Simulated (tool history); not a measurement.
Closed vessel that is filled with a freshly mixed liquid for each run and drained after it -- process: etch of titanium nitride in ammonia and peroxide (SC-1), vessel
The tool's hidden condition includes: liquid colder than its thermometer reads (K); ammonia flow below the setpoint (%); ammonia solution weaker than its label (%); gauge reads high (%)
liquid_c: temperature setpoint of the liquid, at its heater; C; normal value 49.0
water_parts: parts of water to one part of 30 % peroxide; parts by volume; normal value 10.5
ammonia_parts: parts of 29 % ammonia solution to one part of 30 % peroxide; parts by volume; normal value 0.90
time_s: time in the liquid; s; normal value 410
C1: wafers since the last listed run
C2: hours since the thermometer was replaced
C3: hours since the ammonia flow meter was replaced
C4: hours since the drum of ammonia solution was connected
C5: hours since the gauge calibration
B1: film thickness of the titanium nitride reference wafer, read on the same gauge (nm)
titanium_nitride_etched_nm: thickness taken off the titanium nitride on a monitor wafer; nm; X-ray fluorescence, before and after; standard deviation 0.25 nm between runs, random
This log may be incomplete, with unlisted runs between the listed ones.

Run 1, hour 0.0: usual settings; C1 0; C2 849.4; C3 793.0; C4 59.6; C5 2409.6; B1 119.99. Result: titanium_nitride_etched_nm 47.24 nm.
Run 2, hour 39.3: usual settings; C1 2080; C2 888.7; C3 832.3; C4 98.9; C5 2448.9; B1 120.00. Result: titanium_nitride_etched_nm 47.02 nm.
Run 3, hour 143.3: usual settings; C1 5505; C2 992.7; C3 936.3; C4 202.9; C5 2552.9; B1 119.99. Result: titanium_nitride_etched_nm 46.85 nm.
Run 4, hour 186.9: usual settings; C1 2307; C2 1036.3; C3 979.9; C4 246.5; C5 2596.5; B1 120.01. Result: titanium_nitride_etched_nm 46.90 nm.
At hour 233.6: thermometer replaced.
Run 5, hour 269.7: usual settings; C1 4329; C2 36.1; C3 1062.7; C4 329.3; C5 2679.3; B1 120.00. Result: titanium_nitride_etched_nm 46.25 nm.
Run 6, hour 345.2: usual settings; C1 3996; C2 111.6; C3 1138.2; C4 404.8; C5 2754.8; B1 119.99. Result: titanium_nitride_etched_nm 46.23 nm.
Run 7, hour 414.4: usual settings; C1 3662; C2 180.8; C3 1207.4; C4 474.0; C5 2824.0; B1 120.03. Result: titanium_nitride_etched_nm 46.69 nm.
Run 8, hour 452.8: usual settings but liquid_c 42.0 C, ammonia_parts 1.15 parts by volume; C1 2032; C2 219.2; C3 1245.8; C4 512.4; C5 2862.4; B1 120.00. Result: titanium_nitride_etched_nm 29.28 nm.
Run 9, hour 490.7: usual settings but liquid_c 42.0 C, ammonia_parts 1.15 parts by volume; C1 2006; C2 257.1; C3 1283.7; C4 550.3; C5 2900.3; B1 120.00. Result: titanium_nitride_etched_nm 28.94 nm.
At hour 521.3: new drum of ammonia solution connected.
At hour 528.2: gauge calibrated.
Run 10, hour 571.9: usual settings; C1 4245; C2 338.3; C3 1364.9; C4 50.6; C5 43.7; B1 120.00. Result: titanium_nitride_etched_nm 47.02 nm.
Run 11, hour 653.8: usual settings; C1 4335; C2 420.2; C3 1446.8; C4 132.5; C5 125.6; B1 119.98. Result: titanium_nitride_etched_nm 46.79 nm.
Run 12, hour 701.5: usual settings; C1 2524; C2 467.9; C3 1494.5; C4 180.2; C5 173.3; B1 120.00. Result: titanium_nitride_etched_nm 46.72 nm.
Run 13, hour 764.9: usual settings but ammonia_parts 0.65 parts by volume, time_s 605 s; C1 3355; C2 531.3; C3 1557.9; C4 243.6; C5 236.7; B1 120.01. Result: titanium_nitride_etched_nm 65.63 nm.
Run 14, hour 1030.9: usual settings but liquid_c 41.0 C, ammonia_parts 0.50 parts by volume, time_s 345 s; C1 14080; C2 797.3; C3 1823.9; C4 509.6; C5 502.7; B1 119.98. Result: titanium_nitride_etched_nm 19.58 nm.
Run 15, hour 1076.6: usual settings; C1 2419; C2 843.0; C3 1869.6; C4 555.3; C5 548.4; B1 120.01. Result: titanium_nitride_etched_nm 46.49 nm.
Run 16, hour 1124.7: usual settings but water_parts 14.0 parts by volume, ammonia_parts 1.20 parts by volume, time_s 335 s; C1 2546; C2 891.1; C3 1917.7; C4 603.4; C5 596.5; B1 119.98. Result: titanium_nitride_etched_nm 33.81 nm.
At hour 1135.5: new drum of ammonia solution connected.
At hour 1221.8: ammonia flow meter replaced.
Run 17, hour 1228.5: usual settings but liquid_c 42.0 C, ammonia_parts 1.20 parts by volume; C1 5388; C2 994.9; C3 6.7; C4 93.0; C5 700.3; B1 120.01. Result: titanium_nitride_etched_nm 29.95 nm.
Run 18, hour 1346.5: usual settings but ammonia_parts 0.80 parts by volume, time_s 590 s; C1 6246; C2 1112.9; C3 124.7; C4 211.0; C5 818.3; B1 119.99. Result: titanium_nitride_etched_nm 66.01 nm.
At hour 1385.2: thermometer replaced.
Run 19, hour 1569.0: usual settings but ammonia_parts 0.65 parts by volume; C1 11724; C2 183.8; C3 347.2; C4 433.5; C5 1040.8; B1 120.00. Result: titanium_nitride_etched_nm 44.08 nm.
Run 20, hour 1612.9: usual settings but liquid_c 43.5 C, water_parts 7.5 parts by volume, ammonia_parts 0.65 parts by volume, time_s 320 s; C1 2323; C2 227.7; C3 391.1; C4 477.4; C5 1084.7; B1 119.99. Result: titanium_nitride_etched_nm 27.40 nm.
Run 21, hour 1705.2: usual settings but liquid_c 56.5 C, water_parts 12.0 parts by volume; C1 4885; C2 320.0; C3 483.4; C4 569.7; C5 1177.0; B1 119.99. Result: titanium_nitride_etched_nm 72.01 nm.
At hour 1713.6: new drum of ammonia solution connected.
Run 22, hour 1809.1: usual settings but ammonia_parts 0.80 parts by volume, time_s 590 s; C1 5446; C2 423.9; C3 587.3; C4 95.5; C5 1280.9; B1 119.99. Result: titanium_nitride_etched_nm 66.23 nm.
Run 23, hour 1879.6: usual settings but water_parts 12.5 parts by volume; C1 3731; C2 494.4; C3 657.8; C4 166.0; C5 1351.4; B1 119.99. Result: titanium_nitride_etched_nm 42.74 nm.
Run 24, hour 1943.8: usual settings but water_parts 9.0 parts by volume, ammonia_parts 0.70 parts by volume, time_s 275 s; C1 3398; C2 558.6; C3 722.0; C4 230.2; C5 1415.6; B1 120.01. Result: titanium_nitride_etched_nm 32.76 nm.
Run 25, hour 2026.1: usual settings but ammonia_parts 1.10 parts by volume; C1 4356; C2 640.9; C3 804.3; C4 312.5; C5 1497.9; B1 119.99. Result: titanium_nitride_etched_nm 48.21 nm.
At hour 2271.1: new drum of ammonia solution connected.
Run 26, hour 2336.0: usual settings but time_s 255 s; C1 16351; C2 950.8; C3 1114.2; C4 64.9; C5 1807.8; B1 120.00. Result: titanium_nitride_etched_nm 29.53 nm.
Run 27, hour 2391.6: usual settings but liquid_c 57.0 C; C1 2943; C2 1006.4; C3 1169.8; C4 120.5; C5 1863.4; B1 119.99. Result: titanium_nitride_etched_nm 81.67 nm.

Forecast each of these 4 alternatives for the next run:
Run A, hour 2392.4: usual settings but ammonia_parts 1.20 parts by volume; C1 42; C2 1007.2; C3 1170.6; C4 121.3; C5 1864.2; B1 ?. Result: titanium_nitride_etched_nm ?.
Run B, hour 2392.4: usual settings but liquid_c 53.0 C, water_parts 9.0 parts by volume, ammonia_parts 0.70 parts by volume, time_s 185 s; C1 42; C2 1007.2; C3 1170.6; C4 121.3; C5 1864.2; B1 ?. Result: titanium_nitride_etched_nm ?.
Run C, hour 2392.4: usual settings but liquid_c 45.0 C, water_parts 14.0 parts by volume, ammonia_parts 1.20 parts by volume, time_s 265 s; C1 42; C2 1007.2; C3 1170.6; C4 121.3; C5 1864.2; B1 ?. Result: titanium_nitride_etched_nm ?.
Run D, hour 2392.4: usual settings but liquid_c 42.0 C, water_parts 15.0 parts by volume, time_s 280 s; C1 42; C2 1007.2; C3 1170.6; C4 121.3; C5 1864.2; B1 ?. Result: titanium_nitride_etched_nm ?.

run      B1  titanium_nitride_etched_nm
  A  120.00                       48.90
  B  120.00                       28.95
  C  120.00                       20.55
  D  120.00                       16.07
With the hidden condition removed and each run's random variation left untouched, the same runs would have given:
run  titanium_nitride_etched_nm
  A                       49.06
  B                       29.06
  C                       20.63
  D                       16.14
